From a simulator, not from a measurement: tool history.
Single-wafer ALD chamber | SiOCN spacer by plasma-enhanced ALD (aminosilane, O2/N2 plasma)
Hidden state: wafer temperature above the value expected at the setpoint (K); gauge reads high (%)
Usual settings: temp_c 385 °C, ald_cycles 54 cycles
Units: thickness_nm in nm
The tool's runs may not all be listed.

run   hour  temp_c  ald_cycles  wafers since the last listed run  hours since the last thermocouple change  hours since the gauge calibration  read-back reference wafer on the same gauge, thickness_nm  thickness_nm
  1    0.0     385          54                                 0                                    2194.1                              353.0                                                      2.953         3.451
  2   69.1     385          54                               251                                    2263.2                              422.1                                                      2.947         3.441
  3  129.7     385          58                               220                                    2323.8                              482.7                                                      2.946         3.675
  4  175.4     385          58                               166                                    2369.5                              528.4                                                      2.944         3.675
  5  209.5     378          54                               124                                    2403.6                              562.5                                                      2.936         3.441
  6  240.9     378          54                               114                                    2435.0                              593.9                                                      2.935         3.437
     248.2  -- gauge calibrated
  7  265.8     378          59                                90                                    2459.9                               17.6                                                      2.964         3.774
  8  294.3     385          54                               103                                    2488.4                               46.1                                                      2.964         3.453
  9  366.3     390          49                               262                                    2560.4                              118.1                                                      2.965         3.124
 10  404.2     377          61                               138                                    2598.3                              156.0                                                      2.963         3.906
     451.9  -- thermocouple changed; heater temperature recalibrated
 11  452.4     385          54                               146                                       0.5                              204.2                                                      2.963         3.435
 12  472.2     385          50                                72                                      20.3                              224.0                                                      2.960         3.199
 13  503.3     392          63                               113                                      51.4                              255.1                                                      2.959         4.028
 14  548.7     385          54                               165                                      96.8                              300.5                                                      2.955         3.450
 15  580.8     399          48                               117                                     128.9                              332.6                                                      2.958         3.066
 16  617.8     372          54                               134                                     165.9                              369.6                                                      2.954         3.440
 17  667.3     399          51                               180                                     215.4                              419.1                                                      2.954         3.246

Hidden state at the last listed run before each entry between runs and at the first one after, where it differs:
Between runs 6 and 7: gauge calibrated (hour 248.2)
  gauge reads high (%): -0.771 -> 0.114
  measured less the result without the state, thickness_nm: -0.027 -> +0.005 nm
Between runs 10 and 11: thermocouple changed; heater temperature recalibrated (hour 451.9)
  gauge reads high (%): 0.0612 -> 0.0229
  measured less the result without the state, thickness_nm: +0.003 -> +0.001 nm
